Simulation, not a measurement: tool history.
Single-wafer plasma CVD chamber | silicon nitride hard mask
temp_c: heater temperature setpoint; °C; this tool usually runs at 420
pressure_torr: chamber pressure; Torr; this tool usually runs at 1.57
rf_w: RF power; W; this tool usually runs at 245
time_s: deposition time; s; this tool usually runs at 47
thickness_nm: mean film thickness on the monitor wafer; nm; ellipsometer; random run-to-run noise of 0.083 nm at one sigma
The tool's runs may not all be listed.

| run | hour | temp_c | pressure_torr | rf_w | time_s | wafers since the last listed run | hours since the last thermocouple change | hours since the last RF generator calibration | hours since the last manometer calibration | hours since the showerhead was replaced | hours since the gauge calibration | read-back reference wafer on the same gauge, thickness_nm | thickness_nm |
|---|---|---|---|---|---|---|---|---|---|---|---|---|---|
| 1 | 0 | 420 | 1.57 | 245 | 52.8 | 0 | 1124.6 | 1748 | 2153.5 | 43.5 | 770.9 | 45.991 | 51.132 |
|  | 8.1 | capacitance manometer re-zeroed and calibrated |
| 2 | 21.3 | 420 | 1.57 | 245 | 47 | 290 | 1145.9 | 1769.3 | 13.2 | 64.8 | 792.2 | 45.99 | 44.786 |
| 3 | 54.5 | 420 | 1.57 | 245 | 47 | 723 | 1179.1 | 1802.5 | 46.4 | 98 | 825.4 | 45.981 | 44.808 |
| 4 | 72.6 | 420 | 1.57 | 245 | 47 | 394 | 1197.2 | 1820.6 | 64.5 | 116.1 | 843.5 | 46.01 | 44.914 |
| 5 | 95.4 | 420 | 1.57 | 245 | 47 | 497 | 1220 | 1843.4 | 87.3 | 138.9 | 866.3 | 46.009 | 44.822 |
| 6 | 120.3 | 420 | 1.57 | 245 | 47 | 542 | 1244.9 | 1868.3 | 112.2 | 163.8 | 891.2 | 45.986 | 45.007 |
| 7 | 134.3 | 410 | 1.57 | 245 | 47 | 305 | 1258.9 | 1882.3 | 126.2 | 177.8 | 905.2 | 45.991 | 45.067 |
| 8 | 152.5 | 410 | 1.57 | 245 | 47 | 396 | 1277.1 | 1900.5 | 144.4 | 196 | 923.4 | 45.998 | 45.203 |
| 9 | 166.7 | 420 | 1.38 | 245 | 47 | 309 | 1291.3 | 1914.7 | 158.6 | 210.2 | 937.6 | 45.99 | 43.719 |
|  | 187 | RF generator calibrated |
| 10 | 197.1 | 433 | 1.57 | 245 | 39.5 | 488 | 1321.7 | 10.1 | 189 | 240.6 | 968 | 45.997 | 38.437 |
| 11 | 217.1 | 420 | 1.57 | 245 | 47 | 436 | 1341.7 | 30.1 | 209 | 260.6 | 988 | 45.969 | 45.709 |
| 12 | 236.5 | 420 | 1.57 | 245 | 47 | 423 | 1361.1 | 49.5 | 228.4 | 280 | 1007.4 | 46.005 | 45.736 |
| 13 | 265.1 | 420 | 1.72 | 245 | 47 | 623 | 1389.7 | 78.1 | 257 | 308.6 | 1036 | 46.017 | 46.821 |
|  | 268.1 | gauge calibrated |
| 14 | 300.3 | 420 | 1.44 | 285 | 44.1 | 767 | 1424.9 | 113.3 | 292.2 | 343.8 | 32.2 | 46.025 | 45.847 |
| 15 | 335 | 420 | 1.57 | 245 | 47 | 756 | 1459.6 | 148 | 326.9 | 378.5 | 66.9 | 46.04 | 45.776 |
| 16 | 349.1 | 408 | 1.21 | 225 | 52.4 | 307 | 1473.7 | 162.1 | 341 | 392.6 | 81 | 46.007 | 46.324 |
| 17 | 430.2 | 411 | 1.87 | 245 | 38.1 | 1768 | 1554.8 | 243.2 | 422.1 | 473.7 | 162.1 | 45.999 | 38.617 |
| 18 | 457.6 | 431 | 1.57 | 245 | 50.7 | 597 | 1582.2 | 270.6 | 449.5 | 501.1 | 189.5 | 46.023 | 48.986 |
|  | 472.3 | thermocouple changed; heater temperature recalibrated |
| 19 | 473.8 | 420 | 1.9 | 245 | 47 | 178 | 1.5 | 286.8 | 465.7 | 517.3 | 205.7 | 46.019 | 47.517 |
| 20 | 494.7 | 420 | 1.38 | 245 | 41 | 455 | 22.4 | 307.7 | 486.6 | 538.2 | 226.6 | 46.02 | 38.818 |
| 21 | 516.1 | 420 | 1.57 | 245 | 47 | 466 | 43.8 | 329.1 | 508 | 559.6 | 248 | 46.025 | 45.661 |
| 22 | 537.2 | 407 | 1.57 | 245 | 54.9 | 460 | 64.9 | 350.2 | 529.1 | 580.7 | 269.1 | 45.985 | 53.464 |
| 23 | 572.5 | 420 | 1.93 | 245 | 47 | 769 | 100.2 | 385.5 | 564.4 | 616 | 304.4 | 46.008 | 47.665 |
| 24 | 600.2 | 429 | 1.47 | 295 | 47 | 603 | 127.9 | 413.2 | 592.1 | 643.7 | 332.1 | 46.011 | 49.607 |
| 25 | 612.4 | 428 | 1.72 | 290 | 40.2 | 266 | 140.1 | 425.4 | 604.3 | 655.9 | 344.3 | 46.023 | 43.615 |
| 26 | 641.2 | 420 | 1.57 | 245 | 47 | 627 | 168.9 | 454.2 | 633.1 | 684.7 | 373.1 | 45.985 | 45.585 |
| 27 | 666.3 | 416 | 1.57 | 270 | 47 | 547 | 194 | 479.3 | 658.2 | 709.8 | 398.2 | 46.008 | 48.134 |
| 28 | 690.5 | 420 | 1.57 | 245 | 39 | 527 | 218.2 | 503.5 | 682.4 | 734 | 422.4 | 46.003 | 37.847 |
| 29 | 706 | 420 | 1.57 | 245 | 47 | 337 | 233.7 | 519 | 697.9 | 749.5 | 437.9 | 46.032 | 45.605 |

Below are 4 alternative next runs, each starting from the tool's condition after run 29. Predict each:
| A | 706.4 | 420 | 1.57 | 205 | 47 | 8 | 234.1 | 519.4 | 698.3 | 749.9 | 438.3 | ? | ? |
| B | 706.4 | 420 | 1.57 | 245 | 55.8 | 8 | 234.1 | 519.4 | 698.3 | 749.9 | 438.3 | ? | ? |
| C | 706.4 | 411 | 1.57 | 245 | 47 | 8 | 234.1 | 519.4 | 698.3 | 749.9 | 438.3 | ? | ? |
| D | 706.4 | 415 | 1.44 | 245 | 47 | 8 | 234.1 | 519.4 | 698.3 | 749.9 | 438.3 | ? | ? |

| run | read-back reference wafer on the same gauge, thickness_nm | thickness_nm |
|---|---|---|
| A | 46.024 | 41.281 |
| B | 46.024 | 54.038 |
| C | 46.024 | 45.737 |
| D | 46.024 | 44.801 |
With no hidden state in the tool, these same runs would have given:
| run | thickness_nm |
|---|---|
| A | 41.515 |
| B | 54.304 |
| C | 45.963 |
| D | 45.015 |

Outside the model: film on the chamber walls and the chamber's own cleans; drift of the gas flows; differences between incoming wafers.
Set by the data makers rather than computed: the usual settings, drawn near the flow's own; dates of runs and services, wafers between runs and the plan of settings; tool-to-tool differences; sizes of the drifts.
